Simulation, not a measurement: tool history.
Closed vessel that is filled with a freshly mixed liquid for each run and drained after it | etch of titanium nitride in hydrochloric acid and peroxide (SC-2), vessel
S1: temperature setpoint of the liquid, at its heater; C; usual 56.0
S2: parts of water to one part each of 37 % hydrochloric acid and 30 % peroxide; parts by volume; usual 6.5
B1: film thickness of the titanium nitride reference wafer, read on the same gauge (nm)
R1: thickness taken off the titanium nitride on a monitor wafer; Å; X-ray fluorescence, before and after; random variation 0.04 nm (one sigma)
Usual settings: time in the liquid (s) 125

Run 1, hour 0.0: usual settings but time in the liquid (s) 165; B1 129.98. Result: R1 96.1 Å.
At hour 23.8: new drum of peroxide connected.
Run 2, hour 100.2: usual settings; B1 129.99. Result: R1 72.6 Å.
Run 3, hour 207.3: usual settings; B1 130.01. Result: R1 73.0 Å.
Run 4, hour 270.8: usual settings; B1 130.00. Result: R1 72.8 Å.
Run 5, hour 373.8: usual settings; B1 129.99. Result: R1 72.3 Å.
Run 6, hour 438.5: usual settings; B1 129.99. Result: R1 72.5 Å.
Run 7, hour 531.6: usual settings; B1 130.00. Result: R1 73.1 Å.
Run 8, hour 757.7: usual settings but S1 50.0 C; B1 130.02. Result: R1 48.2 Å.
Run 9, hour 834.3: usual settings but S1 50.0 C; B1 130.00. Result: R1 48.6 Å.
Run 10, hour 879.5: usual settings but S1 50.0 C; B1 130.04. Result: R1 48.8 Å.
Run 11, hour 977.5: usual settings but S1 50.5 C; B1 130.00. Result: R1 50.0 Å.
Run 12, hour 1078.8: usual settings; B1 130.03. Result: R1 72.2 Å.
Run 13, hour 1180.1: usual settings; B1 130.01. Result: R1 70.8 Å.
Run 14, hour 1281.1: usual settings; B1 129.99. Result: R1 72.1 Å.
At hour 1309.3: new drum of peroxide connected.
Run 15, hour 1340.7: usual settings; B1 129.99. Result: R1 71.3 Å.
Run 16, hour 1434.3: usual settings but S1 64.0 C, S2 9.0 parts by volume, time in the liquid (s) 100; B1 130.01. Result: R1 72.9 Å.
Run 17, hour 1528.6: usual settings but S1 65.5 C, S2 8.5 parts by volume, time in the liquid (s) 160; B1 129.99. Result: R1 132.9 Å.
At hour 1576.9: gauge calibrated.
Run 18, hour 1632.1: usual settings; B1 130.02. Result: R1 71.2 Å.
At hour 1645.2: chemicals flow meter replaced.
At hour 1665.9: thermometer replaced.
Run 19, hour 1680.0: usual settings; B1 130.01. Result: R1 72.9 Å.
Run 20, hour 1770.8: usual settings but S1 49.0 C, S2 9.5 parts by volume; B1 129.99. Result: R1 34.6 Å.
Run 21, hour 1861.4: usual settings but S1 48.0 C, time in the liquid (s) 90; B1 129.97. Result: R1 31.2 Å.
Run 22, hour 1958.8: usual settings but S1 52.0 C, S2 8.5 parts by volume, time in the liquid (s) 100; B1 130.00. Result: R1 36.6 Å.
Run 23, hour 2002.4: usual settings; B1 129.99. Result: R1 73.7 Å.
Run 24, hour 2046.1: usual settings but S1 53.0 C, S2 7.5 parts by volume, time in the liquid (s) 100; B1 130.03. Result: R1 42.8 Å.
Run 25, hour 2097.1: usual settings but S2 8.0 parts by volume, time in the liquid (s) 155; B1 129.98. Result: R1 77.3 Å.
Run 26, hour 2175.9: usual settings but S1 47.5 C, S2 8.0 parts by volume, time in the liquid (s) 70; B1 130.01. Result: R1 19.9 Å.
Run 27, hour 2451.5: usual settings but S2 9.5 parts by volume, time in the liquid (s) 170; B1 130.00. Result: R1 72.7 Å.
Run 28, hour 2498.5: usual settings but S1 63.5 C, time in the liquid (s) 195; B1 129.99. Result: R1 183.2 Å.

5 ways to go on from here, each from the tool as it stands after run 28. What would each give?
Run A, hour 2499.2: usual settings; B1 ?. Result: R1 ?.
Run B, hour 2499.2: usual settings but S1 48.5 C, S2 5.0 parts by volume; B1 ?. Result: R1 ?.
Run C, hour 2499.2: usual settings but S1 64.0 C, S2 8.5 parts by volume, time in the liquid (s) 165; B1 ?. Result: R1 ?.
Run D, hour 2499.2: usual settings but S1 58.5 C; B1 ?. Result: R1 ?.
Run E, hour 2499.2: usual settings but S1 48.0 C, S2 7.5 parts by volume, time in the liquid (s) 145; B1 ?. Result: R1 ?.

run      B1     R1
  A  130.02   73.5
  B  130.02   54.5
  C  130.02  129.8
  D  130.02   86.2
  E  130.02   45.0
Without the tool's hidden state the same runs would have given:
run     R1
  A   74.2
  B   55.0
  C  131.0
  D   87.1
  E   45.5
